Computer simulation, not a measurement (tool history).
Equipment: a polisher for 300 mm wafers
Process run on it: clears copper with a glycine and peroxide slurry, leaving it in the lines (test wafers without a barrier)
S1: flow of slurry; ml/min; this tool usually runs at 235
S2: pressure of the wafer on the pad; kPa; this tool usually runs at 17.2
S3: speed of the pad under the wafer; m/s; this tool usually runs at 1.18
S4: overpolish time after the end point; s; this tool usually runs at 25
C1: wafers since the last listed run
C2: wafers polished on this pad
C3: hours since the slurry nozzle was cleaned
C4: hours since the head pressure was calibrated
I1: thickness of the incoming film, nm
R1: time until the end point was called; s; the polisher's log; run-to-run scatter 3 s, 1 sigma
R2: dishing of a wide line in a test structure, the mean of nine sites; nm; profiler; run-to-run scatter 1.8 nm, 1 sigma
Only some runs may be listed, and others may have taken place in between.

run	hour	S1	S2	S3	S4	C1	C2	C3	C4	I1	R1	R2
1	0.0	235	17.2	1.18	22	0	2593	256.0	410.1	916.4	162.7	74.0
# hour 61.4: worn pad replaced by a new one
# hour 63.4: head pressure recalibrated
2	63.9	235	14.5	1.18	25	351	3	319.9	0.5	917.1	189.4	70.2
3	107.5	235	14.5	1.18	25	264	267	363.5	44.1	930.1	191.2	68.7
# hour 132.3: slurry nozzle cleaned
4	176.3	235	14.5	1.18	25	411	679	44.0	112.9	930.4	183.5	70.6
5	206.7	235	17.2	1.18	25	184	864	74.4	143.3	917.2	153.8	78.7
6	235.2	235	17.2	1.18	25	173	1037	102.9	171.8	920.8	159.0	82.8
7	294.3	235	17.2	1.18	25	359	1396	162.0	230.9	939.8	158.4	79.3
8	360.7	235	17.2	1.18	25	403	1800	228.4	297.3	947.7	167.8	78.5
9	387.0	235	17.2	1.18	25	159	1960	254.7	323.6	930.3	166.1	79.3
10	421.9	235	17.2	1.18	25	212	2172	289.6	358.5	931.2	165.3	80.3
# hour 451.0: head pressure recalibrated
11	478.3	235	17.2	1.18	25	330	2502	346.0	27.3	914.7	167.9	78.6
# hour 524.1: worn pad replaced by a new one
12	541.4	295	13.8	1.54	16	359	105	409.1	90.4	923.6	168.0	53.4
13	577.1	235	17.2	1.18	16	216	321	444.8	126.1	919.4	168.7	52.8
# hour 596.0: slurry nozzle cleaned
14	639.5	235	17.2	1.18	25	373	695	43.5	188.5	935.0	157.8	80.8
15	671.5	235	17.2	1.18	18	194	889	75.5	220.5	934.9	157.7	62.3
16	710.1	235	17.2	0.90	25	234	1124	114.1	259.1	931.2	177.1	74.1
17	759.1	305	20.7	0.94	25	297	1421	163.1	308.1	929.7	143.9	86.3
18	836.4	235	18.6	1.18	39	469	1891	240.4	385.4	924.6	154.7	106.9
19	879.9	235	13.1	1.18	25	264	2155	283.9	428.9	936.2	207.2	65.2
# hour 888.2: head pressure recalibrated
20	910.6	235	17.2	0.96	12	174	2330	314.6	22.4	931.4	182.0	40.4
21	970.5	235	17.2	1.56	15	363	2694	374.5	82.3	931.6	145.5	56.6
# hour 994.2: worn pad replaced by a new one
22	1028.9	235	17.2	1.18	25	330	210	432.9	140.7	933.6	178.6	77.4
23	1063.0	235	17.2	1.18	25	207	417	467.0	174.8	921.7	174.2	76.1
# hour 1076.3: slurry nozzle cleaned
24	1106.3	235	13.8	1.18	25	257	674	30.0	218.1	940.1	195.0	70.8
25	1163.9	235	17.2	1.18	25	349	1024	87.6	275.7	939.2	160.2	82.5
26	1229.0	305	17.2	1.18	14	395	1420	152.7	340.8	915.8	151.6	52.7
# hour 1276.8: head pressure recalibrated
27	1301.7	235	17.2	1.18	34	429	1849	225.4	24.9	920.8	163.2	96.9
28	1372.4	305	17.2	1.18	25	429	2279	296.1	95.6	948.8	163.5	77.5
29	1408.8	235	17.2	1.18	25	221	2500	332.5	132.0	930.0	171.9	77.4
# hour 1441.2: worn pad replaced by a new one
30	1475.5	235	17.2	1.00	25	380	208	399.2	198.7	929.1	184.4	69.6
31	1505.6	280	17.2	1.06	25	182	391	429.3	228.8	919.9	176.8	72.8
# hour 1522.1: slurry nozzle cleaned
32	1545.1	280	17.2	1.18	25	233	625	23.0	268.3	928.1	154.1	79.5
33	1573.7	290	17.2	1.18	25	173	798	51.6	296.9	930.1	155.5	83.5
34	1611.9	235	17.2	1.32	31	232	1031	89.8	335.1	923.5	155.1	95.1

What would each run have given without the hidden state, its run-to-run variation left as it was?
The tool's hidden condition here consists of: removal rate lost through wear of the pad, %; slurry flow missing at the pad, %; deviation of the head's pressure from its setpoint, %.
run	R1	R2
1	156.4	76.2
2	179.4	73.0
3	179.1	72.0
4	182.3	70.9
5	152.3	79.3
6	156.8	83.6
7	154.8	80.6
8	162.1	80.5
9	159.7	81.5
10	157.7	83.0
11	158.0	82.1
12	157.9	56.1
13	154.1	56.8
14	156.9	81.2
15	156.1	62.8
16	174.4	75.0
17	141.4	87.4
18	149.2	109.1
19	198.0	67.4
20	172.7	42.3
21	136.0	59.7
22	163.9	82.3
23	157.9	81.7
24	192.7	71.4
25	156.9	83.7
26	148.1	53.7
27	155.9	99.7
28	155.9	80.1
29	159.8	81.5
30	167.7	74.7
31	161.8	77.7
32	153.3	79.8
33	154.2	84.0
34	152.8	96.1

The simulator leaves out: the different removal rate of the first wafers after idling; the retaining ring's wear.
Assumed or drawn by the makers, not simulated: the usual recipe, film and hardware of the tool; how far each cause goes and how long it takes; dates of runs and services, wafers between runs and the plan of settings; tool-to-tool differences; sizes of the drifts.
